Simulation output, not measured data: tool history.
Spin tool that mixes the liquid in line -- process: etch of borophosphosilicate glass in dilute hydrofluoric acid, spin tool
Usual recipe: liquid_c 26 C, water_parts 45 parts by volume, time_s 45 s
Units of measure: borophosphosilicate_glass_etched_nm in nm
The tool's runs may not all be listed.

run,hour,liquid_c,water_parts,time_s,"read-back film thickness of the borophosphosilicate glass reference wafer, read on the same gauge (nm)",borophosphosilicate_glass_etched_nm
1,0,26,45,60,89.98,41.77
2,60.8,26,45,60,90.03,42.05
3,103.3,26,45,45,89.95,31.4
4,203.6,26,45,45,90,31.17
5,249.8,26,45,45,89.99,31.67
6,308.1,26,45,30,89.98,21
7,372.4,29.5,45,45,90.01,35.9
8,436.1,29.5,45,45,90.01,36.45
9,489.7,29.5,45,45,90.06,36.59
10,569.6,26,45,45,90,31.24
11,606.7,26,45,45,90.01,31.36
12,667.3,26,45,45,90.02,31.86
13,716.8,26,45,45,89.97,31.55
14,766.9,26,60,65,90,33.45
# hour 778.7: hydrofluoric acid flow meter replaced
15,809,26,45,45,89.98,30.04
16,855,26,25,45,89.99,56.58
17,938,26,50,35,89.96,21
18,991.2,23.5,60,45,90.01,19.98
# hour 1028.8: thermometer replaced
19,1093,26,45,45,89.97,31.41
20,1139.3,26,60,25,89.99,12.76
21,1239.8,26,25,65,90.01,83.75
# hour 1267.8: gauge calibrated
22,1278.4,22.5,30,45,89.97,41.62
23,1321.5,24,55,30,89.96,15.5
24,1364.5,22.5,45,45,89.96,27.29
25,1417.6,26,40,45,90,35.59
26,1525.1,24,55,45,90.01,23.23
27,1570.3,26,45,55,90.03,38.08
28,1655.5,26,45,45,90.02,31.53
29,1697.8,24,40,70,90.01,51.26
30,1769.4,21.5,50,30,90.02,15.37
31,1825.1,28,65,45,89.99,23
32,1948.7,26,45,45,90.01,31.57
33,2074.7,31,45,45,90.01,38.68

For each run, what was the tool's unlogged condition?
gauge reads high (%): 0 in every run
H1: liquid colder than its thermometer reads (K)
H2: hydrofluoric acid flow above the setpoint (%)
run,H1,H2
1,0.435,3.04
2,0.45,3.15
3,0.46,3.23
4,0.484,3.41
5,0.496,3.49
6,0.51,3.6
7,0.525,3.71
8,0.541,3.83
9,0.554,3.92
10,0.573,4.07
11,0.582,4.13
12,0.597,4.24
13,0.609,4.33
14,0.621,4.42
15,0.631,0.0812
16,0.643,0.164
17,0.663,0.314
18,0.676,0.41
19,0.0351,0.594
20,0.0463,0.678
21,0.0707,0.859
22,0.0801,0.929
23,0.0906,1.01
24,0.101,1.08
25,0.114,1.18
26,0.14,1.37
27,0.151,1.46
28,0.172,1.61
29,0.182,1.69
30,0.199,1.82
31,0.213,1.92
32,0.243,2.14
33,0.274,2.37
